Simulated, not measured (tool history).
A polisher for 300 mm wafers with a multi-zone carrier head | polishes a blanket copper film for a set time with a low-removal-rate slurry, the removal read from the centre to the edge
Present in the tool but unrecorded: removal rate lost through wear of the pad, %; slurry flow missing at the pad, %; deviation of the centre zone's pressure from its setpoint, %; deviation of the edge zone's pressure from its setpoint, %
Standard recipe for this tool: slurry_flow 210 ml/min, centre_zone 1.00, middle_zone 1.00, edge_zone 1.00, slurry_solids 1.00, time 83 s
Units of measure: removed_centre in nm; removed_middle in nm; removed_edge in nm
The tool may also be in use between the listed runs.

run	day	slurry_flow	centre_zone	middle_zone	edge_zone	slurry_solids	time	wafers since the last listed run	wafers polished on this pad	hours since the slurry nozzle was cleaned	hours since the centre zone pressure was calibrated	hours since the edge zone pressure was calibrated	hours since the carrier head's membrane was replaced	incoming thickness of the incoming film, nm	removed_centre	removed_middle	removed_edge
1	0.000	210	1.00	1.00	1.00	1.00	83	0	258	83.1	245.9	210.0	279.3	1358.1	296.6	286.5	280.0
2	0.550	210	1.00	1.00	1.00	1.00	83	124	383	96.3	259.1	223.2	292.5	1363.3	300.5	287.2	281.5
3	0.817	210	1.00	1.00	1.05	1.00	83	60	443	102.7	265.5	229.6	298.9	1328.4	297.3	281.4	287.1
4	1.446	210	1.00	1.00	1.03	1.00	83	142	585	117.8	280.6	244.7	314.0	1341.9	295.6	283.5	284.1
5	2.175	210	1.00	1.00	1.00	1.00	83	165	750	135.3	298.1	262.2	331.5	1331.0	299.6	284.4	286.2
6	2.775	210	1.00	1.00	1.00	1.00	83	135	886	149.7	312.5	276.6	345.9	1345.2	297.8	286.6	285.4
7	3.050	210	1.03	1.00	1.00	1.00	83	62	948	156.3	319.1	283.2	352.5	1334.3	307.0	281.3	289.2
8	4.433	210	1.03	1.00	1.00	1.00	83	313	1261	189.5	352.3	316.4	385.7	1333.9	307.1	277.5	286.8
9	4.946	210	1.00	1.00	0.92	1.00	83	115	1377	201.8	364.6	328.7	398.0	1328.5	297.6	276.9	271.6
# day 5.371: worn pad replaced by a new one
10	5.392	210	1.00	1.00	0.92	1.00	83	63	4	212.5	375.3	339.4	408.7	1341.5	307.9	280.7	267.3
11	5.825	210	0.95	1.00	1.00	1.10	83	98	102	222.9	385.7	349.8	419.1	1319.6	294.0	282.4	283.2
12	6.225	265	1.00	1.00	0.92	1.00	83	90	193	232.5	395.3	359.4	428.7	1323.4	319.8	288.8	274.5
13	6.717	210	1.00	1.00	1.00	1.00	83	111	304	244.3	407.1	371.2	440.5	1367.3	307.8	280.2	280.1
# day 6.871: centre zone pressure recalibrated
# day 6.921: slurry nozzle cleaned
14	7.254	155	0.94	1.00	1.00	0.80	64	93	397	8.0	9.2	384.1	453.4	1312.3	195.1	211.7	211.4
# day 7.342: edge zone pressure recalibrated
# day 7.654: carrier head's membrane replaced by a new one
15	7.954	210	1.00	1.00	1.00	1.00	83	92	490	24.8	26.0	14.7	7.2	1325.0	283.1	288.8	288.6
16	8.371	210	1.00	1.00	1.00	1.00	83	94	584	34.8	36.0	24.7	17.2	1321.7	294.3	290.5	287.9
17	9.883	165	1.00	1.04	1.05	0.80	83	342	926	71.1	72.3	61.0	53.5	1348.7	261.2	269.2	276.3
18	10.392	155	1.00	1.00	1.00	0.85	83	115	1041	83.3	84.5	73.2	65.7	1364.2	261.5	264.2	270.1
19	10.721	260	1.08	1.00	1.00	1.00	74	74	1116	91.2	92.4	81.1	73.6	1316.7	277.8	257.1	254.0
20	11.050	210	1.00	1.00	1.00	0.75	83	74	1190	99.1	100.3	89.0	81.5	1322.4	270.2	273.8	271.8
# day 11.696: worn pad replaced by a new one
21	11.717	210	1.00	1.00	1.00	1.30	83	113	4	115.1	116.3	105.0	97.5	1332.8	288.8	289.8	294.0
22	12.371	210	1.00	1.00	1.00	1.00	83	148	152	130.8	132.0	120.7	113.2	1329.5	280.1	280.4	281.3

Run by run, hidden condition taken away, random variation retained:
run	removed_centre	removed_middle	removed_edge
1	296.9	297.8	288.0
2	300.8	299.6	290.4
3	297.5	294.1	296.6
4	295.4	297.4	294.1
5	298.5	299.3	297.0
6	295.9	302.3	296.7
7	304.5	297.0	300.9
8	301.6	294.1	299.1
9	290.9	293.7	283.5
10	299.8	298.0	279.2
11	285.0	300.0	295.9
12	305.4	304.0	285.0
13	295.7	297.9	292.9
14	200.5	215.1	213.9
15	293.0	295.5	293.6
16	306.5	298.9	294.1
17	279.2	284.1	287.2
18	281.7	281.1	282.3
19	292.9	268.8	262.5
20	288.0	289.2	283.0
21	308.6	307.4	307.0
22	299.8	298.5	294.5

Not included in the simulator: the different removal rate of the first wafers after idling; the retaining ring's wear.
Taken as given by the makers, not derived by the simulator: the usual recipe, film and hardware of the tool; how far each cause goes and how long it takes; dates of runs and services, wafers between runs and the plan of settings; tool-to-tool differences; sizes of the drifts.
